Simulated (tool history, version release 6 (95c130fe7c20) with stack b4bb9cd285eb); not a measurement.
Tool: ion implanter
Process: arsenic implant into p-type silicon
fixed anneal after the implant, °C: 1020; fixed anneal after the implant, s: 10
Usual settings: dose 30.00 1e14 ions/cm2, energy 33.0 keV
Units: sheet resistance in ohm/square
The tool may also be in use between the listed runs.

run     day   dose  energy  read-back reference wafer on the same gauge, sheet resistance  sheet resistance
  1   0.000  30.00    33.0                                                          80.89             88.54
  2   2.629  30.00    36.0                                                          80.89             84.90
  3   4.271  30.00    29.5                                                          80.89             93.63
  4   7.062  30.00    29.5                                                          80.93             93.57
  5   8.625  30.00    33.0                                                          80.89             88.14
  6  10.258  30.00    33.0                                                          80.89             88.47
  7  11.296  30.00    33.0                                                          80.89             88.46
  8  13.621  30.00    33.0                                                          80.92             88.21
  9  15.617  30.00    33.0                                                          80.91             90.01
 10  17.200  30.00    33.0                                                          80.91             90.41
 11  19.108  30.00    33.0                                                          80.91             90.43
 12  21.483  30.00    33.0                                                          80.90             90.15
 13  24.246  26.98    25.0                                                          80.91            104.35
 14  25.733  30.00    29.5                                                          80.90             95.30
 15  28.675  37.08    26.0                                                          80.93             98.24
 16  31.662  34.52    36.0                                                          80.90             84.55
 17  32.746  30.00    33.0                                                          80.91             90.10
 18  35.188  30.00    42.0                                                          80.93             79.89
 19  37.612  30.00    33.0                                                          80.91             90.21
 20  40.258  36.65    29.5                                                          80.89             92.84
 21  41.938  38.59    43.0                                                          80.92             75.85
 22  44.796  30.00    33.0                                                          80.92             90.22
 23  46.067  21.96    42.0                                                          80.90             85.99
 24  47.462  26.87    33.0                                                          80.90             91.85

Taken out of this log: 3 entries between the listed runs. Where each belongs, and how the hidden state differs across it:
Between runs 8 and 9: extraction supply calibrated (day 15.596)
  deviation of the true energy from its setpoint, %: 3.57 -> -0.66
  measured less the result without the state, sheet resistance: -1.55 -> +0.29 ohm/square
Between runs 11 and 12: gauge calibrated (day 19.438)
  deviation of the true energy from its setpoint, %: -0.658 -> -0.654
  measured less the result without the state, sheet resistance: +0.29 -> +0.29 ohm/square
Between runs 12 and 13: Faraday cup replaced and dose calibrated (day 24.225)
  deviation of the true energy from its setpoint, %: -0.654 -> -0.647
  measured less the result without the state, sheet resistance: +0.29 -> +0.30 ohm/square

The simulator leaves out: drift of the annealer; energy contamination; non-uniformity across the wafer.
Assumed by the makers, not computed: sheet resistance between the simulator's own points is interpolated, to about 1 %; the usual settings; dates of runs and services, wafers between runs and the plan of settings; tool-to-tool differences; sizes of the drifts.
